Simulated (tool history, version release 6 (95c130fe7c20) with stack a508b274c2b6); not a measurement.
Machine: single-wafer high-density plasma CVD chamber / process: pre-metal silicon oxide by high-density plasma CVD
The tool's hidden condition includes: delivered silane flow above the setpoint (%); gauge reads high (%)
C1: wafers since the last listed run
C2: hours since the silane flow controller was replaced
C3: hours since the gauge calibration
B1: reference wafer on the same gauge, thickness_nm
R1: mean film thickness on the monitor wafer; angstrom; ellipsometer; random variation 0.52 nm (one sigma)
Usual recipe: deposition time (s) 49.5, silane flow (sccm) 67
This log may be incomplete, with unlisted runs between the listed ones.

run 1 hour=0.0 | deposition_time_(s)=49.5 silane_flow_(sccm)=67 | C1=0 C2=4222.2 C3=258.4 | B1=338.222 | R1=3665.09
run 2 hour=8.9 | deposition_time_(s)=56.2 silane_flow_(sccm)=67 | C1=281 C2=4231.1 C3=267.3 | B1=338.154 | R1=4162.80
run 3 hour=18.3 | deposition_time_(s)=56.2 silane_flow_(sccm)=67 | C1=297 C2=4240.5 C3=276.7 | B1=337.996 | R1=4154.58
run 4 hour=33.6 | deposition_time_(s)=56.2 silane_flow_(sccm)=67 | C1=483 C2=4255.8 C3=292.0 | B1=337.830 | R1=4157.50
run 5 hour=44.3 | deposition_time_(s)=49.5 silane_flow_(sccm)=67 | C1=338 C2=4266.5 C3=302.7 | B1=338.059 | R1=3656.15
run 6 hour=60.0 | deposition_time_(s)=49.5 silane_flow_(sccm)=73 | C1=496 C2=4282.2 C3=318.4 | B1=338.046 | R1=3957.62
run 7 hour=76.6 | deposition_time_(s)=49.5 silane_flow_(sccm)=58 | C1=524 C2=4298.8 C3=335.0 | B1=337.910 | R1=3219.71
run 8 hour=84.4 | deposition_time_(s)=49.5 silane_flow_(sccm)=58 | C1=246 C2=4306.6 C3=342.8 | B1=338.080 | R1=3214.48
run 9 hour=99.8 | deposition_time_(s)=49.5 silane_flow_(sccm)=58 | C1=486 C2=4322.0 C3=358.2 | B1=337.919 | R1=3214.05
run 10 hour=116.1 | deposition_time_(s)=49.5 silane_flow_(sccm)=67 | C1=515 C2=4338.3 C3=374.5 | B1=338.001 | R1=3655.97
run 11 hour=122.6 | deposition_time_(s)=49.5 silane_flow_(sccm)=67 | C1=205 C2=4344.8 C3=381.0 | B1=338.006 | R1=3666.00
run 12 hour=139.6 | deposition_time_(s)=42.5 silane_flow_(sccm)=67 | C1=537 C2=4361.8 C3=398.0 | B1=338.081 | R1=3153.43
run 13 hour=154.3 | deposition_time_(s)=42.5 silane_flow_(sccm)=67 | C1=464 C2=4376.5 C3=412.7 | B1=337.868 | R1=3145.73
run 14 hour=166.9 | deposition_time_(s)=49.5 silane_flow_(sccm)=67 | C1=398 C2=4389.1 C3=425.3 | B1=338.068 | R1=3665.25
run 15 hour=175.2 | deposition_time_(s)=49.5 silane_flow_(sccm)=67 | C1=262 C2=4397.4 C3=433.6 | B1=337.971 | R1=3659.24
run 16 hour=185.9 | deposition_time_(s)=49.5 silane_flow_(sccm)=67 | C1=338 C2=4408.1 C3=444.3 | B1=337.870 | R1=3673.33
run 17 hour=194.2 | deposition_time_(s)=49.5 silane_flow_(sccm)=67 | C1=262 C2=4416.4 C3=452.6 | B1=338.095 | R1=3670.49
run 18 hour=209.9 | deposition_time_(s)=49.5 silane_flow_(sccm)=67 | C1=496 C2=4432.1 C3=468.3 | B1=337.789 | R1=3660.13
run 19 hour=219.5 | deposition_time_(s)=49.5 silane_flow_(sccm)=67 | C1=303 C2=4441.7 C3=477.9 | B1=338.079 | R1=3663.29
run 20 hour=226.7 | deposition_time_(s)=49.5 silane_flow_(sccm)=67 | C1=227 C2=4448.9 C3=485.1 | B1=337.971 | R1=3674.57
run 21 hour=238.9 | deposition_time_(s)=44.1 silane_flow_(sccm)=67 | C1=385 C2=4461.1 C3=497.3 | B1=337.917 | R1=3270.25
-- hour=239.6 gauge calibrated
run 22 hour=253.8 | deposition_time_(s)=49.5 silane_flow_(sccm)=80 | C1=471 C2=4476.0 C3=14.2 | B1=338.182 | R1=4312.10
run 23 hour=265.7 | deposition_time_(s)=46.7 silane_flow_(sccm)=79 | C1=376 C2=4487.9 C3=26.1 | B1=337.951 | R1=4037.36
run 24 hour=283.6 | deposition_time_(s)=59.0 silane_flow_(sccm)=79 | C1=565 C2=4505.8 C3=44.0 | B1=338.066 | R1=5079.68
run 25 hour=295.9 | deposition_time_(s)=41.2 silane_flow_(sccm)=67 | C1=388 C2=4518.1 C3=56.3 | B1=338.052 | R1=3058.98
-- hour=339.5 silane flow controller replaced
run 26 hour=341.7 | deposition_time_(s)=49.5 silane_flow_(sccm)=67 | C1=1194 C2=2.2 C3=102.1 | B1=338.075 | R1=3501.20
run 27 hour=359.3 | deposition_time_(s)=45.2 silane_flow_(sccm)=54 | C1=556 C2=19.8 C3=119.7 | B1=337.935 | R1=2635.28
run 28 hour=367.6 | deposition_time_(s)=41.7 silane_flow_(sccm)=76 | C1=262 C2=28.1 C3=128.0 | B1=337.974 | R1=3296.32
run 29 hour=378.6 | deposition_time_(s)=55.3 silane_flow_(sccm)=67 | C1=347 C2=39.1 C3=139.0 | B1=337.993 | R1=3902.25
run 30 hour=394.1 | deposition_time_(s)=58.2 silane_flow_(sccm)=61 | C1=489 C2=54.6 C3=154.5 | B1=338.107 | R1=3791.53
run 31 hour=404.8 | deposition_time_(s)=49.5 silane_flow_(sccm)=67 | C1=338 C2=65.3 C3=165.2 | B1=337.918 | R1=3493.92
run 32 hour=412.0 | deposition_time_(s)=56.3 silane_flow_(sccm)=74 | C1=227 C2=72.5 C3=172.4 | B1=337.991 | R1=4342.71
run 33 hour=418.5 | deposition_time_(s)=56.8 silane_flow_(sccm)=62 | C1=205 C2=79.0 C3=178.9 | B1=338.192 | R1=3735.27
run 34 hour=466.0 | deposition_time_(s)=58.4 silane_flow_(sccm)=71 | C1=1501 C2=126.5 C3=226.4 | B1=337.937 | R1=4359.74
run 35 hour=478.0 | deposition_time_(s)=49.5 silane_flow_(sccm)=67 | C1=379 C2=138.5 C3=238.4 | B1=337.987 | R1=3498.12
run 36 hour=484.1 | deposition_time_(s)=49.5 silane_flow_(sccm)=67 | C1=192 C2=144.6 C3=244.5 | B1=337.871 | R1=3515.85
run 37 hour=501.1 | deposition_time_(s)=49.5 silane_flow_(sccm)=67 | C1=537 C2=161.6 C3=261.5 | B1=338.030 | R1=3497.93

Here are 3 independent what-if runs from the current tool condition. What would each one return?
run A hour=501.5 | deposition_time_(s)=43.5 silane_flow_(sccm)=67 | C1=12 C2=162.0 C3=261.9 | B1=? | R1=?
run B hour=501.5 | deposition_time_(s)=57.2 silane_flow_(sccm)=59 | C1=12 C2=162.0 C3=261.9 | B1=? | R1=?
run C hour=501.5 | deposition_time_(s)=45.6 silane_flow_(sccm)=67 | C1=12 C2=162.0 C3=261.9 | B1=? | R1=?

run=A B1=337.991 R1=3089.30
run=B B1=337.991 R1=3623.26
run=C B1=337.991 R1=3238.44
Had the tool no hidden state, the same runs would have come out as:
run=A R1=3084.42
run=B R1=3617.53
run=C R1=3233.32
